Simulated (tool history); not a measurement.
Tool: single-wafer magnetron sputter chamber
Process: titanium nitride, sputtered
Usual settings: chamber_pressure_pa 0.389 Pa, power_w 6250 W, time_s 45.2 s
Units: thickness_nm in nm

| run | day | chamber_pressure_pa | power_w | time_s | wafers since the last listed run | wafers on the sputter target | hours since the last manometer calibration | hours since the magnet pack was replaced | hours since the gauge calibration | read-back reference wafer on the same gauge, thickness_nm | thickness_nm |
|---|---|---|---|---|---|---|---|---|---|---|---|
| 1 | 0 | 0.389 | 6250 | 45.2 | 0 | 3777 | 398.4 | 4767.9 | 332.6 | 51.265 | 54.242 |
| 2 | 2.154 | 0.389 | 6250 | 45.2 | 1322 | 5100 | 450.1 | 4819.6 | 384.3 | 51.182 | 54.112 |
| 3 | 3.958 | 0.389 | 6250 | 45.2 | 1107 | 6208 | 493.4 | 4862.9 | 427.6 | 51.2 | 53.903 |
| 4 | 5.158 | 0.389 | 6250 | 45.2 | 736 | 6945 | 522.2 | 4891.7 | 456.4 | 51.226 | 54.311 |
|  | 6.183 | sputter target and shields replaced |
| 5 | 7.05 | 0.389 | 6250 | 45.2 | 956 | 532 | 567.6 | 4937.1 | 501.8 | 51.226 | 54.387 |
| 6 | 8.771 | 0.389 | 6250 | 48.4 | 1056 | 1588 | 608.9 | 4978.4 | 543.1 | 51.292 | 58.223 |
| 7 | 10.771 | 0.389 | 6250 | 48.4 | 1227 | 2816 | 656.9 | 5026.4 | 591.1 | 51.179 | 58.184 |
| 8 | 13.317 | 0.389 | 6250 | 45.2 | 1563 | 4379 | 718 | 5087.5 | 652.2 | 51.112 | 54.655 |
| 9 | 15.017 | 0.326 | 7350 | 45.2 | 1043 | 5423 | 758.8 | 5128.3 | 693 | 51.279 | 66.754 |
|  | 16.375 | sputter target and shields replaced |
| 10 | 16.521 | 0.326 | 7350 | 45.2 | 718 | 88 | 794.9 | 5164.4 | 729.1 | 51.203 | 66.377 |
| 11 | 19.262 | 0.483 | 7800 | 49.2 | 1683 | 1772 | 860.7 | 5230.2 | 794.9 | 51.196 | 70.871 |
| 12 | 21.638 | 0.343 | 6250 | 45.2 | 1458 | 3230 | 917.7 | 5287.2 | 851.9 | 51.223 | 56.104 |
| 13 | 23.938 | 0.389 | 6250 | 45.2 | 1412 | 4642 | 972.9 | 5342.4 | 907.1 | 51.275 | 55.205 |
| 14 | 25.5 | 0.389 | 6250 | 45.2 | 959 | 5601 | 1010.4 | 5379.9 | 944.6 | 51.239 | 55.182 |
| 15 | 27.054 | 0.484 | 6250 | 45.2 | 954 | 6556 | 1047.7 | 5417.2 | 981.9 | 51.159 | 52.529 |
|  | 28.496 | sputter target and shields replaced |
|  | 29.962 | magnet pack replaced |
| 16 | 33.017 | 0.389 | 6250 | 45.2 | 3251 | 2571 | 1190.8 | 73.3 | 1125 | 51.255 | 55.699 |
|  | 34.562 | capacitance manometer re-zeroed and calibrated |
| 17 | 34.575 | 0.249 | 5050 | 45.2 | 752 | 3323 | 0.3 | 110.7 | 1162.4 | 51.29 | 47.161 |
|  | 34.579 | gauge calibrated |
|  | 40.325 | sputter target and shields replaced |
| 18 | 40.575 | 0.389 | 4700 | 45.2 | 3479 | 153 | 144.3 | 254.7 | 143.9 | 51.215 | 40.619 |
| 19 | 43.092 | 0.389 | 6250 | 45.2 | 1545 | 1698 | 204.7 | 315.1 | 204.3 | 51.297 | 53.965 |
| 20 | 46.038 | 0.475 | 6250 | 41.2 | 1808 | 3507 | 275.4 | 385.8 | 275 | 51.183 | 46.7 |

3 ways to go on from here, each from the tool as it stands after run 20. What would each give?
| A | 46.054 | 0.389 | 6250 | 45.2 | 10 | 3517 | 275.8 | 386.2 | 275.4 | ? | ? |
| B | 46.054 | 0.389 | 5100 | 52.5 | 10 | 3517 | 275.8 | 386.2 | 275.4 | ? | ? |
| C | 46.054 | 0.389 | 5350 | 45.2 | 10 | 3517 | 275.8 | 386.2 | 275.4 | ? | ? |

| run | read-back reference wafer on the same gauge, thickness_nm | thickness_nm |
|---|---|---|
| A | 51.31 | 54.145 |
| B | 51.31 | 51.318 |
| C | 51.31 | 46.348 |
Without the tool's hidden state the same runs would have given:
| run | thickness_nm |
|---|---|
| A | 53.685 |
| B | 50.882 |
| C | 45.955 |
